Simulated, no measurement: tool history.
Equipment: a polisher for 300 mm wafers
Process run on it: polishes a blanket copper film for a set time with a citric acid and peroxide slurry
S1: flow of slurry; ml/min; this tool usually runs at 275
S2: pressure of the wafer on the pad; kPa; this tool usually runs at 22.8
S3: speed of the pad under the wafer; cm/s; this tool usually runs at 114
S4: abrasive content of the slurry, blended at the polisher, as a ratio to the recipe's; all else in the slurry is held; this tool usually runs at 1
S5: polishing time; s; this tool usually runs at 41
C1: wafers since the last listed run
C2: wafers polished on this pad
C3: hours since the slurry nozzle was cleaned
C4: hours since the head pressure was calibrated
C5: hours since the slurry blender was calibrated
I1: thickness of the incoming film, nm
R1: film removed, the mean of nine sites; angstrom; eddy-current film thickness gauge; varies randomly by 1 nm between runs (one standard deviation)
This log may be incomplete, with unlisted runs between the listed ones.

run    hour   S1    S2   S3    S4  S5    C1    C2     C3     C4     C5      I1    R1
  1       0  275  22.8  114     1  41     0  2465  348.8  147.8  320.5  1213.3   950
       42.8  -- slurry blender recalibrated
  2    45.5  275  22.8  114     1  41   792  3257  394.3  193.3    2.7  1226.4   920
      124.4  -- slurry nozzle cleaned
  3   145.2  275  22.8  114     1  41  1798  5056   20.8    293  102.4  1222.5   891
  4   186.2  275  22.8  114     1  41   747  5803   61.8    334  143.4    1205   899
  5   235.5  275  22.8  114     1  41   898  6701  111.1  383.3  192.7  1226.3   908
      251.6  -- worn pad replaced by a new one
  6   271.8  275  22.8  114     1  41   588   367  147.4  419.6    229  1205.3  1007
  7   340.8  305  22.8  114     1  30  1257  1624  216.4  488.6    298  1219.8   696
        382  -- head pressure recalibrated
      423.8  -- slurry blender recalibrated
  8   437.3  305  22.8  114     1  30  1685  3310  312.9   55.3   13.5  1192.5   684
  9   529.6  275  22.8  114     1  41  1681  4992  405.2  147.6  105.8    1201   908
      597.4  -- worn pad replaced by a new one
 10   631.3  275  22.8  114     1  41  1780   618  506.9  249.3  207.5    1193   987
      697.2  -- slurry nozzle cleaned
 11   720.4  275  22.8  114  0.75  41  1605  2223   23.2  338.4  296.6  1199.5   892
      788.5  -- slurry blender recalibrated
 12   806.9  275  22.8  114   1.1  41  1539  3763  109.7  424.9   18.4  1206.5   942
 13   892.5  275  22.8  114   0.9  41  1559  5322  195.3  510.5    104  1203.4   876
      937.6  -- head pressure recalibrated
      938.3  -- worn pad replaced by a new one
 14   946.7  275  22.8  114     1  41   939   153  249.5    9.1  158.2  1198.3  1007
 15  1046.2  275  22.8  114     1  41  1812  1966    349  108.6  257.7  1223.6   948
 16  1107.6  275  22.8  114     1  41  1118  3084  410.4    170  319.1  1209.2   931
     1136.9  -- slurry blender recalibrated
 17    1213  325  22.8  114     1  30  1884  4968  515.8  275.4   76.1  1233.5   667
 18  1249.2  275  28.3  114   1.3  33   659  5628    552  311.6  112.3  1209.6   918
     1304.4  -- slurry nozzle cleaned
 19  1309.6  275  22.8  114  0.85  53  1082  6710    5.2    372  172.7  1210.8  1110
     1330.5  -- worn pad replaced by a new one
 20  1363.2  185  22.8   80     1  41   903   595   58.8  425.6  226.3  1214.3   691
     1378.8  -- head pressure recalibrated
 21  1406.9  330  22.8  140     1  41   759  1355  102.5   28.1    270    1203  1134
 22  1489.3  275  22.8  114     1  31  1501  2856  184.9  110.5  352.4  1220.2   703
     1523.6  -- slurry blender recalibrated
 23  1568.6  275  25.5  114  0.75  41  1408  4265  264.2  189.8     45  1212.5   934
 24  1622.8  275  22.8  114     1  49   987  5252  318.4    244   99.2  1205.6  1079
     1643.8  -- worn pad replaced by a new one
 25  1730.2  305  22.8  114     1  30  1884  1574  425.8  351.4  206.6  1205.7   704

What differs in the tool's unlogged condition from the final listed run ahead of each entry between runs to the first listed run following it?
After run 1, before run 2: slurry blender recalibrated (hour 42.8)
  removal rate lost through wear of the pad, %: 8.2 -> 9.29
  measured minus no-state result, R1: -84 -> -94 angstrom
After run 2, before run 3: slurry nozzle cleaned (hour 124.4)
  removal rate lost through wear of the pad, %: 9.29 -> 10.6
  measured minus no-state result, R1: -94 -> -106 angstrom
After run 5, before run 6: worn pad replaced by a new one (hour 251.6)
  removal rate lost through wear of the pad, %: 11.1 -> 2.1
  measured minus no-state result, R1: -114 -> -22 angstrom
After run 7, before run 8: head pressure recalibrated (hour 382); slurry blender recalibrated (hour 423.8)
  removal rate lost through wear of the pad, %: 6.2 -> 9.04
  measured minus no-state result, R1: -46 -> -68 angstrom
After run 9, before run 10: worn pad replaced by a new one (hour 597.4)
  removal rate lost through wear of the pad, %: 10.2 -> 3.09
  measured minus no-state result, R1: -103 -> -31 angstrom
After run 10, before run 11: slurry nozzle cleaned (hour 697.2)
  removal rate lost through wear of the pad, %: 3.09 -> 7.44
  measured minus no-state result, R1: -31 -> -72 angstrom
After run 11, before run 12: slurry blender recalibrated (hour 788.5)
  removal rate lost through wear of the pad, %: 7.44 -> 9.41
  measured minus no-state result, R1: -72 -> -98 angstrom
After run 13, before run 14: head pressure recalibrated (hour 937.6); worn pad replaced by a new one (hour 938.3)
  removal rate lost through wear of the pad, %: 10.3 -> 1.52
  measured minus no-state result, R1: -101 -> -16 angstrom
After run 16, before run 17: slurry blender recalibrated (hour 1136.9)
  removal rate lost through wear of the pad, %: 9.11 -> 10.6
  measured minus no-state result, R1: -94 -> -79 angstrom
After run 18, before run 19: slurry nozzle cleaned (hour 1304.4)
  removal rate lost through wear of the pad, %: 10.9 -> 11.2
  measured minus no-state result, R1: -112 -> -140 angstrom
After run 19, before run 20: worn pad replaced by a new one (hour 1330.5)
  removal rate lost through wear of the pad, %: 11.2 -> 3.74
  measured minus no-state result, R1: -140 -> -27 angstrom
After run 20, before run 21: head pressure recalibrated (hour 1378.8)
  removal rate lost through wear of the pad, %: 3.74 -> 6.32
  measured minus no-state result, R1: -27 -> -77 angstrom
After run 22, before run 23: slurry blender recalibrated (hour 1523.6)
  removal rate lost through wear of the pad, %: 9.18 -> 10.5
  measured minus no-state result, R1: -71 -> -110 angstrom
After run 24, before run 25: worn pad replaced by a new one (hour 1643.8)
  removal rate lost through wear of the pad, %: 11.1 -> 6.28
  measured minus no-state result, R1: -134 -> -47 angstrom
